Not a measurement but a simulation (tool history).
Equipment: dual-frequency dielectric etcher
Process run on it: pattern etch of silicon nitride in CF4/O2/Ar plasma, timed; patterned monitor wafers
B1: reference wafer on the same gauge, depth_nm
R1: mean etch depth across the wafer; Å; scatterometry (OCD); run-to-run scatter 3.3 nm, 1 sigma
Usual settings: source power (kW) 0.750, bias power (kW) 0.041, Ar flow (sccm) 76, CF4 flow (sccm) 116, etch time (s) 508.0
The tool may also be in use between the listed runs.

run 1 hour=0.0 | source_power_(kW)=0.750 bias_power_(kW)=0.038 Ar_flow_(sccm)=76 CF4_flow_(sccm)=136 etch_time_(s)=508.0 | B1=1190.1 | R1=14074
run 2 hour=25.2 | source_power_(kW)=0.580 bias_power_(kW)=0.041 Ar_flow_(sccm)=76 CF4_flow_(sccm)=109 etch_time_(s)=377.0 | B1=1190.0 | R1=8463
run 3 hour=52.1 | source_power_(kW)=0.750 bias_power_(kW)=0.034 Ar_flow_(sccm)=69 CF4_flow_(sccm)=101 etch_time_(s)=396.5 | B1=1189.6 | R1=10539
run 4 hour=86.6 | source_power_(kW)=0.750 bias_power_(kW)=0.041 Ar_flow_(sccm)=76 CF4_flow_(sccm)=116 etch_time_(s)=508.0 | B1=1188.6 | R1=14107
run 5 hour=116.9 | source_power_(kW)=0.620 bias_power_(kW)=0.041 Ar_flow_(sccm)=93 CF4_flow_(sccm)=139 etch_time_(s)=508.0 | B1=1189.8 | R1=12096
run 6 hour=134.3 | source_power_(kW)=0.750 bias_power_(kW)=0.050 Ar_flow_(sccm)=76 CF4_flow_(sccm)=116 etch_time_(s)=508.0 | B1=1189.9 | R1=14721
-- hour=152.7 CF4 flow controller replaced
run 7 hour=164.4 | source_power_(kW)=0.750 bias_power_(kW)=0.041 Ar_flow_(sccm)=76 CF4_flow_(sccm)=116 etch_time_(s)=508.0 | B1=1190.1 | R1=14090
-- hour=171.9 source power generator calibrated
run 8 hour=184.7 | source_power_(kW)=0.840 bias_power_(kW)=0.037 Ar_flow_(sccm)=89 CF4_flow_(sccm)=116 etch_time_(s)=508.0 | B1=1190.0 | R1=14289
run 9 hour=219.7 | source_power_(kW)=0.750 bias_power_(kW)=0.041 Ar_flow_(sccm)=76 CF4_flow_(sccm)=116 etch_time_(s)=658.5 | B1=1189.6 | R1=17546
run 10 hour=251.9 | source_power_(kW)=0.750 bias_power_(kW)=0.041 Ar_flow_(sccm)=61 CF4_flow_(sccm)=116 etch_time_(s)=508.0 | B1=1189.0 | R1=13798
-- hour=278.1 wet clean of the chamber
-- hour=296.8 upper electrode replaced
run 11 hour=315.9 | source_power_(kW)=0.870 bias_power_(kW)=0.032 Ar_flow_(sccm)=76 CF4_flow_(sccm)=135 etch_time_(s)=508.0 | B1=1190.0 | R1=14801
run 12 hour=339.4 | source_power_(kW)=0.590 bias_power_(kW)=0.041 Ar_flow_(sccm)=76 CF4_flow_(sccm)=132 etch_time_(s)=385.0 | B1=1190.7 | R1=8621
run 13 hour=372.4 | source_power_(kW)=0.690 bias_power_(kW)=0.034 Ar_flow_(sccm)=76 CF4_flow_(sccm)=116 etch_time_(s)=508.0 | B1=1190.2 | R1=12241
run 14 hour=395.1 | source_power_(kW)=0.750 bias_power_(kW)=0.041 Ar_flow_(sccm)=88 CF4_flow_(sccm)=116 etch_time_(s)=508.0 | B1=1191.2 | R1=13405
run 15 hour=418.9 | source_power_(kW)=0.590 bias_power_(kW)=0.041 Ar_flow_(sccm)=76 CF4_flow_(sccm)=132 etch_time_(s)=385.0 | B1=1190.3 | R1=8608

For run 16, what comes out?
run 16 hour=441.3 | source_power_(kW)=0.590 bias_power_(kW)=0.041 Ar_flow_(sccm)=76 CF4_flow_(sccm)=132 etch_time_(s)=385.0 | B1=? | R1=?

Run 16 gave B1 1189.8, R1 8617 Å.
If the tool had no hidden condition, the same run with the same run-to-run variation would have returned R1 8554 Å.
